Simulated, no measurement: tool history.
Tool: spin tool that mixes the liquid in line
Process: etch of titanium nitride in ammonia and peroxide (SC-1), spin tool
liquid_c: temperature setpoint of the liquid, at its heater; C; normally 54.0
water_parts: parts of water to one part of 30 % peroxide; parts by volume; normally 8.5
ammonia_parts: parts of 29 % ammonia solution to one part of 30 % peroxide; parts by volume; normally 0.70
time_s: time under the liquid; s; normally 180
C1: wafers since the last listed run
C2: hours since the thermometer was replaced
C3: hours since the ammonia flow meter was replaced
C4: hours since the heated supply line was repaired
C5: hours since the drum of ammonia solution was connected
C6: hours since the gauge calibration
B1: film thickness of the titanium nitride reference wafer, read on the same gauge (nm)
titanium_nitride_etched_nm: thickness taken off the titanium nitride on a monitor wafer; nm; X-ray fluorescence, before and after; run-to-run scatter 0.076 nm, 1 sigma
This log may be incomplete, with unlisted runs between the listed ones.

run 1 day=0.000 | liquid_c=54.0 water_parts=9.5 ammonia_parts=0.70 time_s=180 | C1=0 C2=156.9 C3=392.6 C4=2796.3 C5=314.2 C6=11.9 | B1=99.95 | titanium_nitride_etched_nm=11.49
run 2 day=1.021 | liquid_c=54.0 water_parts=9.5 ammonia_parts=0.70 time_s=180 | C1=163 C2=181.4 C3=417.1 C4=2820.8 C5=338.7 C6=36.4 | B1=100.02 | titanium_nitride_etched_nm=11.61
run 3 day=3.854 | liquid_c=54.0 water_parts=9.5 ammonia_parts=0.70 time_s=180 | C1=454 C2=249.4 C3=485.1 C4=2888.8 C5=406.7 C6=104.4 | B1=99.99 | titanium_nitride_etched_nm=11.64
run 4 day=5.796 | liquid_c=54.0 water_parts=8.5 ammonia_parts=0.70 time_s=180 | C1=311 C2=296.0 C3=531.7 C4=2935.4 C5=453.3 C6=151.0 | B1=99.98 | titanium_nitride_etched_nm=12.25
run 5 day=8.646 | liquid_c=54.0 water_parts=8.5 ammonia_parts=0.70 time_s=180 | C1=457 C2=364.4 C3=600.1 C4=3003.8 C5=521.7 C6=219.4 | B1=99.99 | titanium_nitride_etched_nm=12.49
run 6 day=11.604 | liquid_c=54.0 water_parts=8.5 ammonia_parts=0.70 time_s=180 | C1=474 C2=435.4 C3=671.1 C4=3074.8 C5=592.7 C6=290.4 | B1=100.01 | titanium_nitride_etched_nm=12.55
-- day=12.871 ammonia flow meter replaced
run 7 day=13.108 | liquid_c=58.5 water_parts=8.5 ammonia_parts=0.70 time_s=180 | C1=234 C2=471.5 C3=5.7 C4=3110.9 C5=628.8 C6=326.5 | B1=100.04 | titanium_nitride_etched_nm=16.93
-- day=14.171 new drum of ammonia solution connected
run 8 day=14.592 | liquid_c=58.5 water_parts=8.5 ammonia_parts=0.70 time_s=180 | C1=231 C2=507.1 C3=41.3 C4=3146.5 C5=10.1 C6=362.1 | B1=99.98 | titanium_nitride_etched_nm=17.18
run 9 day=16.050 | liquid_c=54.0 water_parts=8.5 ammonia_parts=0.70 time_s=180 | C1=234 C2=542.1 C3=76.3 C4=3181.5 C5=45.1 C6=397.1 | B1=99.98 | titanium_nitride_etched_nm=12.86
run 10 day=17.175 | liquid_c=54.0 water_parts=6.5 ammonia_parts=0.70 time_s=210 | C1=180 C2=569.1 C3=103.3 C4=3208.5 C5=72.1 C6=424.1 | B1=100.00 | titanium_nitride_etched_nm=17.12
run 11 day=19.671 | liquid_c=54.0 water_parts=8.5 ammonia_parts=0.70 time_s=75 | C1=400 C2=629.0 C3=163.2 C4=3268.4 C5=132.0 C6=484.0 | B1=99.96 | titanium_nitride_etched_nm=5.40
-- day=20.900 thermometer replaced
run 12 day=21.583 | liquid_c=54.0 water_parts=8.5 ammonia_parts=0.70 time_s=180 | C1=300 C2=16.4 C3=209.1 C4=3314.3 C5=177.9 C6=529.9 | B1=100.00 | titanium_nitride_etched_nm=11.99
-- day=21.742 gauge calibrated
-- day=22.262 heated supply line repaired
run 13 day=23.862 | liquid_c=54.0 water_parts=5.0 ammonia_parts=0.55 time_s=180 | C1=359 C2=71.1 C3=263.8 C4=38.4 C5=232.6 C6=50.9 | B1=99.99 | titanium_nitride_etched_nm=15.00
run 14 day=28.417 | liquid_c=47.5 water_parts=5.0 ammonia_parts=0.60 time_s=180 | C1=730 C2=180.4 C3=373.1 C4=147.7 C5=341.9 C6=160.2 | B1=99.99 | titanium_nitride_etched_nm=9.80
run 15 day=30.712 | liquid_c=58.5 water_parts=5.5 ammonia_parts=0.70 time_s=180 | C1=368 C2=235.5 C3=428.2 C4=202.8 C5=397.0 C6=215.3 | B1=99.98 | titanium_nitride_etched_nm=20.50
run 16 day=31.854 | liquid_c=54.0 water_parts=8.5 ammonia_parts=0.70 time_s=250 | C1=183 C2=262.9 C3=455.6 C4=230.2 C5=424.4 C6=242.7 | B1=99.98 | titanium_nitride_etched_nm=16.95

Forecast each of these 4 alternatives for the next run:
run A day=31.875 | liquid_c=45.5 water_parts=8.5 ammonia_parts=0.70 time_s=180 | C1=3 C2=263.4 C3=456.1 C4=230.7 C5=424.9 C6=243.2 | B1=? | titanium_nitride_etched_nm=?
run B day=31.875 | liquid_c=54.0 water_parts=8.5 ammonia_parts=0.70 time_s=100 | C1=3 C2=263.4 C3=456.1 C4=230.7 C5=424.9 C6=243.2 | B1=? | titanium_nitride_etched_nm=?
run C day=31.875 | liquid_c=60.5 water_parts=8.5 ammonia_parts=0.40 time_s=180 | C1=3 C2=263.4 C3=456.1 C4=230.7 C5=424.9 C6=243.2 | B1=? | titanium_nitride_etched_nm=?
run D day=31.875 | liquid_c=54.0 water_parts=5.0 ammonia_parts=0.70 time_s=250 | C1=3 C2=263.4 C3=456.1 C4=230.7 C5=424.9 C6=243.2 | B1=? | titanium_nitride_etched_nm=?

run=A B1=100.06 titanium_nitride_etched_nm=6.83
run=B B1=100.06 titanium_nitride_etched_nm=6.85
run=C B1=100.06 titanium_nitride_etched_nm=17.28
run=D B1=100.06 titanium_nitride_etched_nm=22.08
With no hidden state in the tool, these same runs would have given:
run=A titanium_nitride_etched_nm=6.68
run=B titanium_nitride_etched_nm=6.72
run=C titanium_nitride_etched_nm=16.98
run=D titanium_nitride_etched_nm=21.62
